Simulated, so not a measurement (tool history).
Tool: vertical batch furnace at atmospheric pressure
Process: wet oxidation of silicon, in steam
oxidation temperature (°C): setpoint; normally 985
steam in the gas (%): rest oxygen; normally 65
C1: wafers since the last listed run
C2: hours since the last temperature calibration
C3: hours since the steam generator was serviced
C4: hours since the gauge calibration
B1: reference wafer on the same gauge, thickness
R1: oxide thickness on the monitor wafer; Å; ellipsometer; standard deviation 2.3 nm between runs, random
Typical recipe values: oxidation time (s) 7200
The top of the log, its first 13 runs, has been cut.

run 14 hour=355.3 | oxidation_temperature_(°C)=985 oxidation_time_(s)=7200 steam_in_the_gas_(%)=60 | C1=534 C2=131.2 C3=2299.3 C4=95.5 | B1=426.04 | R1=3873.3
run 15 hour=379.5 | oxidation_temperature_(°C)=985 oxidation_time_(s)=7200 steam_in_the_gas_(%)=60 | C1=354 C2=155.4 C3=2323.5 C4=119.7 | B1=426.23 | R1=3866.6
run 16 hour=411.6 | oxidation_temperature_(°C)=985 oxidation_time_(s)=7200 steam_in_the_gas_(%)=60 | C1=470 C2=187.5 C3=2355.6 C4=151.8 | B1=425.78 | R1=3901.4
run 17 hour=437.8 | oxidation_temperature_(°C)=968 oxidation_time_(s)=4920 steam_in_the_gas_(%)=57 | C1=383 C2=213.7 C3=2381.8 C4=178 | B1=425.59 | R1=2465.7
run 18 hour=463.2 | oxidation_temperature_(°C)=985 oxidation_time_(s)=4320 steam_in_the_gas_(%)=71 | C1=372 C2=239.1 C3=2407.2 C4=203.4 | B1=425.48 | R1=3016.2
run 19 hour=494.2 | oxidation_temperature_(°C)=978 oxidation_time_(s)=7200 steam_in_the_gas_(%)=65 | C1=454 C2=270.1 C3=2438.2 C4=234.4 | B1=425.45 | R1=3891.9
run 20 hour=522.6 | oxidation_temperature_(°C)=985 oxidation_time_(s)=7200 steam_in_the_gas_(%)=65 | C1=416 C2=298.5 C3=2466.6 C4=262.8 | B1=424.93 | R1=4103
run 21 hour=546.6 | oxidation_temperature_(°C)=985 oxidation_time_(s)=10260 steam_in_the_gas_(%)=55 | C1=351 C2=322.5 C3=2490.6 C4=286.8 | B1=425.87 | R1=4655.1
run 22 hour=567.6 | oxidation_temperature_(°C)=985 oxidation_time_(s)=7200 steam_in_the_gas_(%)=61 | C1=307 C2=343.5 C3=2511.6 C4=307.8 | B1=425.94 | R1=3940.5
-- hour=592.7 steam generator serviced
run 23 hour=593.2 | oxidation_temperature_(°C)=985 oxidation_time_(s)=7200 steam_in_the_gas_(%)=65 | C1=23 C2=369.1 C3=0.5 C4=333.4 | B1=425.72 | R1=4339.9
run 24 hour=624.6 | oxidation_temperature_(°C)=970 oxidation_time_(s)=8820 steam_in_the_gas_(%)=60 | C1=459 C2=400.5 C3=31.9 C4=364.8 | B1=426.09 | R1=4207.2
run 25 hour=638.2 | oxidation_temperature_(°C)=985 oxidation_time_(s)=8640 steam_in_the_gas_(%)=62 | C1=199 C2=414.1 C3=45.5 C4=378.4 | B1=426.22 | R1=4750.1
run 26 hour=671.9 | oxidation_temperature_(°C)=968 oxidation_time_(s)=10710 steam_in_the_gas_(%)=65 | C1=493 C2=447.8 C3=79.2 C4=412.1 | B1=426.2 | R1=5014.9
run 27 hour=693.8 | oxidation_temperature_(°C)=963 oxidation_time_(s)=5250 steam_in_the_gas_(%)=76 | C1=320 C2=469.7 C3=101.1 C4=434 | B1=426.33 | R1=3198
run 28 hour=719.5 | oxidation_temperature_(°C)=985 oxidation_time_(s)=7200 steam_in_the_gas_(%)=65 | C1=376 C2=495.4 C3=126.8 C4=459.7 | B1=425.25 | R1=4275.3
run 29 hour=750.9 | oxidation_temperature_(°C)=1003 oxidation_time_(s)=7200 steam_in_the_gas_(%)=57 | C1=459 C2=526.8 C3=158.2 C4=491.1 | B1=425.55 | R1=4457.3
run 30 hour=765.2 | oxidation_temperature_(°C)=985 oxidation_time_(s)=7200 steam_in_the_gas_(%)=65 | C1=209 C2=541.1 C3=172.5 C4=505.4 | B1=426 | R1=4235.7
run 31 hour=786.4 | oxidation_temperature_(°C)=970 oxidation_time_(s)=5580 steam_in_the_gas_(%)=62 | C1=310 C2=562.3 C3=193.7 C4=526.6 | B1=425.96 | R1=3049.1
run 32 hour=822.1 | oxidation_temperature_(°C)=965 oxidation_time_(s)=9210 steam_in_the_gas_(%)=54 | C1=522 C2=598 C3=229.4 C4=562.3 | B1=425.47 | R1=3823
run 33 hour=883.8 | oxidation_temperature_(°C)=976 oxidation_time_(s)=7200 steam_in_the_gas_(%)=65 | C1=903 C2=659.7 C3=291.1 C4=624 | B1=425.8 | R1=3963
run 34 hour=904.8 | oxidation_temperature_(°C)=985 oxidation_time_(s)=10170 steam_in_the_gas_(%)=65 | C1=307 C2=680.7 C3=312.1 C4=645 | B1=426.26 | R1=5416.1
run 35 hour=922.3 | oxidation_temperature_(°C)=1001 oxidation_time_(s)=9060 steam_in_the_gas_(%)=65 | C1=256 C2=698.2 C3=329.6 C4=662.5 | B1=426.35 | R1=5479.7
run 36 hour=936.1 | oxidation_temperature_(°C)=985 oxidation_time_(s)=7200 steam_in_the_gas_(%)=65 | C1=202 C2=712 C3=343.4 C4=676.3 | B1=425.34 | R1=4277.5
run 37 hour=967.3 | oxidation_temperature_(°C)=1006 oxidation_time_(s)=7200 steam_in_the_gas_(%)=65 | C1=457 C2=743.2 C3=374.6 C4=707.5 | B1=426.18 | R1=4884.2
run 38 hour=988.8 | oxidation_temperature_(°C)=985 oxidation_time_(s)=7200 steam_in_the_gas_(%)=70 | C1=314 C2=764.7 C3=396.1 C4=729 | B1=425.4 | R1=4470.4

4 options for the next run, each taken on its own from the tool as it stands now. Forecast them:
run A hour=994.9 | oxidation_temperature_(°C)=985 oxidation_time_(s)=4230 steam_in_the_gas_(%)=65 | C1=89 C2=770.8 C3=402.2 C4=735.1 | B1=? | R1=?
run B hour=994.9 | oxidation_temperature_(°C)=985 oxidation_time_(s)=9630 steam_in_the_gas_(%)=73 | C1=89 C2=770.8 C3=402.2 C4=735.1 | B1=? | R1=?
run C hour=994.9 | oxidation_temperature_(°C)=993 oxidation_time_(s)=7200 steam_in_the_gas_(%)=65 | C1=89 C2=770.8 C3=402.2 C4=735.1 | B1=? | R1=?
run D hour=994.9 | oxidation_temperature_(°C)=995 oxidation_time_(s)=6270 steam_in_the_gas_(%)=65 | C1=89 C2=770.8 C3=402.2 C4=735.1 | B1=? | R1=?

run=A B1=425.6 R1=2920.3
run=B B1=425.6 R1=5594.8
run=C B1=425.6 R1=4508.5
run=D B1=425.6 R1=4164.8
Had the tool no hidden state, the same runs would have come out as:
run=A R1=3021.6
run=B R1=5769.6
run=C R1=4652.6
run=D R1=4299.2
